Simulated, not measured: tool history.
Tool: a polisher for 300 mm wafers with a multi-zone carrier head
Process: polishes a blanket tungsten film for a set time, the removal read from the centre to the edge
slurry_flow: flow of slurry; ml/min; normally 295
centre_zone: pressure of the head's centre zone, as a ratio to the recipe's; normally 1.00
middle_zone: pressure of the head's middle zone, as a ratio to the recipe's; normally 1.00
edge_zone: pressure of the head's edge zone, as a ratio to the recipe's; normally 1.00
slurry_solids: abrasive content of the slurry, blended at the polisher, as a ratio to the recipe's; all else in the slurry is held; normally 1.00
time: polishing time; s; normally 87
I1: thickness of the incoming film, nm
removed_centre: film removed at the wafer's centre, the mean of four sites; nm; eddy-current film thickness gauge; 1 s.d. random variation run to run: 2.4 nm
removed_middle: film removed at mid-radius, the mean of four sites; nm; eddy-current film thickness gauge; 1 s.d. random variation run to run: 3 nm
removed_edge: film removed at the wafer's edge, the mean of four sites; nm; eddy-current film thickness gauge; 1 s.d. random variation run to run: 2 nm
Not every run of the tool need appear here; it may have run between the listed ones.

Run 1, hour 0.0: usual settings; I1 1299.0. Result: removed_centre 252.2 nm, removed_middle 261.6 nm, removed_edge 260.1 nm.
At hour 39.1: carrier head's membrane replaced by a new one.
Run 2, hour 51.7: usual settings; I1 1295.3. Result: removed_centre 247.7 nm, removed_middle 262.4 nm, removed_edge 260.9 nm.
At hour 63.7: centre zone pressure recalibrated.
Run 3, hour 90.2: usual settings; I1 1275.2. Result: removed_centre 249.0 nm, removed_middle 254.0 nm, removed_edge 256.4 nm.
Run 4, hour 132.2: usual settings but time 94 s; I1 1292.7. Result: removed_centre 271.3 nm, removed_middle 282.3 nm, removed_edge 282.9 nm.
Run 5, hour 162.3: usual settings but time 94 s; I1 1265.5. Result: removed_centre 266.8 nm, removed_middle 280.6 nm, removed_edge 277.4 nm.
Run 6, hour 188.0: usual settings but centre_zone 1.05, slurry_solids 1.30, time 97 s; I1 1308.1. Result: removed_centre 306.0 nm, removed_middle 298.0 nm, removed_edge 305.9 nm.
At hour 193.8: worn pad replaced by a new one.
Run 7, hour 257.6: usual settings; I1 1294.0. Result: removed_centre 248.8 nm, removed_middle 258.2 nm, removed_edge 259.0 nm.
At hour 282.7: slurry nozzle cleaned.
Run 8, hour 301.3: usual settings but slurry_flow 255 ml/min, centre_zone 1.08; I1 1265.7. Result: removed_centre 266.3 nm, removed_middle 253.7 nm, removed_edge 256.3 nm.
Run 9, hour 340.3: usual settings but centre_zone 1.05, middle_zone 1.11, slurry_solids 1.15; I1 1265.4. Result: removed_centre 276.1 nm, removed_middle 290.5 nm, removed_edge 263.9 nm.
Run 10, hour 381.6: usual settings; I1 1292.6. Result: removed_centre 247.1 nm, removed_middle 259.0 nm, removed_edge 257.6 nm.
Run 11, hour 451.4: usual settings but middle_zone 0.89; I1 1270.5. Result: removed_centre 253.7 nm, removed_middle 234.9 nm, removed_edge 259.6 nm.
Run 12, hour 480.2: usual settings but middle_zone 1.11, time 106 s; I1 1308.1. Result: removed_centre 306.0 nm, removed_middle 346.9 nm, removed_edge 315.2 nm.
Run 13, hour 506.3: usual settings; I1 1255.5. Result: removed_centre 253.7 nm, removed_middle 257.6 nm, removed_edge 261.8 nm.
Run 14, hour 546.5: usual settings but centre_zone 1.05, slurry_solids 1.30, time 97 s; I1 1295.3. Result: removed_centre 305.2 nm, removed_middle 301.6 nm, removed_edge 299.1 nm.
At hour 563.6: worn pad replaced by a new one.
Run 15, hour 586.2: usual settings but middle_zone 1.10, slurry_solids 1.10; I1 1284.5. Result: removed_centre 259.5 nm, removed_middle 289.8 nm, removed_edge 267.8 nm.
Run 16, hour 646.6: usual settings but slurry_solids 1.25, time 69 s; I1 1300.1. Result: removed_centre 212.2 nm, removed_middle 211.7 nm, removed_edge 215.4 nm.
Run 17, hour 684.6: usual settings; I1 1283.1. Result: removed_centre 253.7 nm, removed_middle 260.8 nm, removed_edge 256.2 nm.
At hour 830.7: slurry nozzle cleaned.
Run 18, hour 841.4: usual settings but slurry_flow 200 ml/min, edge_zone 1.05; I1 1262.2. Result: removed_centre 234.0 nm, removed_middle 244.2 nm, removed_edge 254.6 nm.
At hour 865.3: worn pad replaced by a new one.
Run 19, hour 865.7: usual settings but slurry_flow 235 ml/min, centre_zone 0.96, middle_zone 0.94, time 97 s; I1 1291.4. Result: removed_centre 259.1 nm, removed_middle 261.8 nm, removed_edge 280.2 nm.
At hour 872.2: carrier head's membrane replaced by a new one.
Run 20, hour 921.4: usual settings; I1 1297.1. Result: removed_centre 250.4 nm, removed_middle 250.8 nm, removed_edge 254.6 nm.
Run 21, hour 957.4: usual settings; I1 1267.2. Result: removed_centre 248.7 nm, removed_middle 256.0 nm, removed_edge 260.5 nm.
Run 22, hour 988.5: usual settings but centre_zone 0.89, edge_zone 1.05; I1 1289.1. Result: removed_centre 224.4 nm, removed_middle 250.3 nm, removed_edge 264.8 nm.

Consider 3 possible next runs. They are alternatives, not a sequence: every one starts from the tool as it was left by run 22. What does each give?
Run A, hour 988.9: usual settings; I1 1269.4. Result: removed_centre ?, removed_middle ?, removed_edge ?.
Run B, hour 988.9: usual settings but edge_zone 0.91; I1 1269.4. Result: removed_centre ?, removed_middle ?, removed_edge ?.
Run C, hour 988.9: usual settings but centre_zone 0.96, middle_zone 0.92, time 78 s; I1 1269.4. Result: removed_centre ?, removed_middle ?, removed_edge ?.

run  removed_centre  removed_middle  removed_edge
  A           251.6           254.3         258.0
  B           251.6           254.4         248.8
  C           216.3           212.7         231.6
Stripped of hidden state, with their random variation kept, the same runs would have yielded:
run  removed_centre  removed_middle  removed_edge
  A           251.6           254.3         258.0
  B           251.6           254.4         248.8
  C           216.3           212.7         231.6
